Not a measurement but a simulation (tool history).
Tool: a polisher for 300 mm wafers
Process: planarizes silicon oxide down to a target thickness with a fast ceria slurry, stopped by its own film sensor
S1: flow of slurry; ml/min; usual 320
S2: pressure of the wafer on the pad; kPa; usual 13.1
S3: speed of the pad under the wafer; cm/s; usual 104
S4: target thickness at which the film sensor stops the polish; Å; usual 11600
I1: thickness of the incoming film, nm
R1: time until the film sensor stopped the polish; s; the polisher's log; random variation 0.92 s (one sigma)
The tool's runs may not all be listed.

run,hour,S1,S2,S3,S4,I1,R1
1,0.0,320,13.1,104,12110,1882.4,73.9
2,63.4,235,13.1,104,11600,1837.3,76.9
# hour 83.1: slurry nozzle cleaned
3,130.2,235,13.1,104,11600,1877.4,80.9
# hour 135.6: worn pad replaced by a new one
4,180.1,235,13.1,104,11600,1876.9,80.5
5,280.4,280,13.1,78,11600,1843.2,104.2
# hour 363.8: worn pad replaced by a new one
6,370.6,280,13.1,78,11600,1816.4,104.0
7,412.6,280,13.1,78,11600,1832.4,104.5
8,502.7,320,13.1,104,11600,1838.9,81.1
# hour 573.3: slurry nozzle cleaned
9,586.0,320,13.1,104,11600,1841.2,82.6
# hour 590.1: worn pad replaced by a new one
10,639.3,220,13.1,104,13690,1858.8,61.8
# hour 681.1: head pressure recalibrated
11,741.3,280,11.0,104,11600,1802.6,82.6
# hour 823.7: worn pad replaced by a new one
12,827.4,320,13.1,90,11600,1839.5,87.0
13,878.6,320,13.1,120,11600,1838.9,65.2
14,920.3,390,13.1,104,11600,1837.8,74.4
15,979.4,320,13.1,132,12260,1860.2,56.6
# hour 1025.5: worn pad replaced by a new one
16,1067.5,320,13.1,104,9830,1838.3,96.9
# hour 1158.0: slurry nozzle cleaned
17,1165.4,320,13.1,104,12730,1828.9,63.6

The same runs without the tool's hidden state, with the same run-to-run variation:
The hidden state here: removal rate lost through wear of the pad, %; slurry flow missing at the pad, %; deviation of the head's pressure from its setpoint, %.
run,R1
1,73.6
2,76.3
3,79.9
4,79.0
5,100.9
6,99.2
7,98.8
8,75.1
9,74.9
10,55.1
11,83.1
12,87.2
13,65.1
14,74.1
15,56.1
16,94.9
17,61.3
